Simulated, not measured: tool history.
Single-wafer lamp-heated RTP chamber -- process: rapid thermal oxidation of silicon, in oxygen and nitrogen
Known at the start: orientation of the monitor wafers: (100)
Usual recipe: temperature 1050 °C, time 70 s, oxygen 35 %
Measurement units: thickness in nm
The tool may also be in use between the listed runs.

run,hour,temperature,time,oxygen,"read-back reference wafer on the same gauge, thickness",thickness
1,0.0,1073,70,35,6.142,8.052
2,69.9,1073,70,35,6.148,8.090
3,177.6,1050,70,35,6.136,7.053
4,270.7,1050,70,35,6.136,7.120
5,328.4,1050,70,35,6.144,7.059
6,370.1,1059,70,35,6.141,7.551
7,525.5,1059,70,35,6.144,7.573
8,569.0,1059,70,35,6.142,7.555
# hour 609.6: pyrometer window cleaned and pyrometer calibrated
# hour 663.8: oxygen flow controller replaced
9,674.9,1050,88,35,6.141,7.706
# hour 681.3: gauge calibrated
10,775.3,1050,70,35,6.136,7.047
11,854.2,1050,70,35,6.139,7.017
12,946.0,1050,70,56,6.147,8.400
13,990.3,1050,70,35,6.140,7.100
14,1057.7,1062,93,61,6.137,10.666
15,1134.1,1050,70,26,6.145,6.411
16,1175.2,1042,70,45,6.141,7.382

Run 17 has not been measured yet. What should we expect?
# hour 1249.5: pyrometer window cleaned and pyrometer calibrated
17,1281.1,1026,56,18,?,?

{"run 17": {"read-back reference wafer on the same gauge, thickness": 6.134, "thickness": 4.341}}
The same run, on a tool lacking any hidden state, would have yielded thickness 4.324 nm.
